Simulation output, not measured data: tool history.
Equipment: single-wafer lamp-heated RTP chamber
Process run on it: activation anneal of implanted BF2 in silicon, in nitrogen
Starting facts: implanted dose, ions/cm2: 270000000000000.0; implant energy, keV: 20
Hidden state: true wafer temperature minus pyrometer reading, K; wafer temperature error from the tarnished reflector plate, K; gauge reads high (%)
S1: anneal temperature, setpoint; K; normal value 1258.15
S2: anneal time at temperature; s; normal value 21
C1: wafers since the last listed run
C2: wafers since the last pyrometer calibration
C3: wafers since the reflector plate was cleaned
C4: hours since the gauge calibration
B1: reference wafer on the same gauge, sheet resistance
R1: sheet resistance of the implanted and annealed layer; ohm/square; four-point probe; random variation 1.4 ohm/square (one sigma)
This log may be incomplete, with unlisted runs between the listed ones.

| run | hour | S1 | S2 | C1 | C2 | C3 | C4 | B1 | R1 |
|---|---|---|---|---|---|---|---|---|---|
| 1 | 0.0 | 1258.15 | 21 | 0 | 3134 | 2473 | 147.5 | 349.36 | 381.99 |
| 2 | 16.2 | 1258.15 | 21 | 140 | 3274 | 2614 | 163.7 | 349.59 | 382.55 |
| 3 | 37.3 | 1258.15 | 21 | 182 | 3457 | 2796 | 184.8 | 350.01 | 382.91 |
| 4 | 52.6 | 1258.15 | 27 | 132 | 3589 | 2929 | 200.1 | 349.56 | 382.15 |
| 5 | 78.9 | 1258.15 | 27 | 227 | 3817 | 3157 | 226.4 | 349.97 | 382.46 |
| 6 | 99.3 | 1258.15 | 27 | 176 | 3993 | 3333 | 246.8 | 350.23 | 382.86 |
| 7 | 135.3 | 1258.15 | 21 | 311 | 4305 | 3645 | 282.8 | 350.64 | 380.16 |
| 8 | 148.8 | 1258.15 | 21 | 116 | 4422 | 3762 | 296.3 | 350.04 | 384.21 |
| 9 | 171.0 | 1258.15 | 21 | 192 | 4614 | 3954 | 318.5 | 350.44 | 382.38 |
| 10 | 202.6 | 1258.15 | 21 | 273 | 4888 | 4227 | 350.1 | 350.73 | 384.31 |
|  | 230.0 | reflector plate cleaned |
| 11 | 232.5 | 1258.15 | 25 | 189 | 5077 | 22 | 380.0 | 350.43 | 383.05 |
| 12 | 246.3 | 1280.15 | 13 | 119 | 5197 | 141 | 393.8 | 350.96 | 379.60 |
|  | 262.8 | gauge calibrated |
| 13 | 268.9 | 1258.15 | 21 | 195 | 5392 | 337 | 6.1 | 347.27 | 377.76 |
|  | 286.6 | pyrometer window cleaned and pyrometer calibrated |
| 14 | 295.3 | 1244.15 | 21 | 159 | 75 | 496 | 32.5 | 348.01 | 386.14 |
| 15 | 327.3 | 1247.15 | 13 | 277 | 352 | 773 | 64.5 | 348.74 | 387.77 |
| 16 | 356.5 | 1249.15 | 32 | 252 | 605 | 1026 | 93.7 | 349.94 | 386.56 |
| 17 | 381.6 | 1258.15 | 21 | 217 | 822 | 1243 | 118.8 | 349.87 | 382.99 |
| 18 | 404.1 | 1275.15 | 32 | 194 | 1017 | 1438 | 141.3 | 350.45 | 376.04 |
| 19 | 435.6 | 1238.15 | 27 | 272 | 1289 | 1710 | 172.8 | 350.74 | 396.73 |
| 20 | 447.9 | 1258.15 | 21 | 106 | 1396 | 1817 | 185.1 | 351.17 | 385.97 |

Hidden state or all else? Some run-to-run changes of R1, split into what the settings, what came in and random variation would give without the hidden state, and what is left for the hidden state (with any gauge scatter that isn't in both results):
Run 12 -> 13: S1 1280.15 -> 1258.15, S2 13 -> 21, gauge calibrated. R1 -1.84 ohm/square: hidden state -4.09, all else +2.25.
Run 13 -> 14: S1 1258.15 -> 1244.15, pyrometer window cleaned and pyrometer calibrated. R1 +8.38 ohm/square: hidden state +1.12, all else +7.26.
Run 18 -> 19: S1 1275.15 -> 1238.15, S2 32 -> 27. R1 +20.69 ohm/square: hidden state +0.69, all else +20.00.
Run 19 -> 20: S1 1238.15 -> 1258.15, S2 27 -> 21. R1 -10.76 ohm/square: hidden state -0.01, all else -10.75.
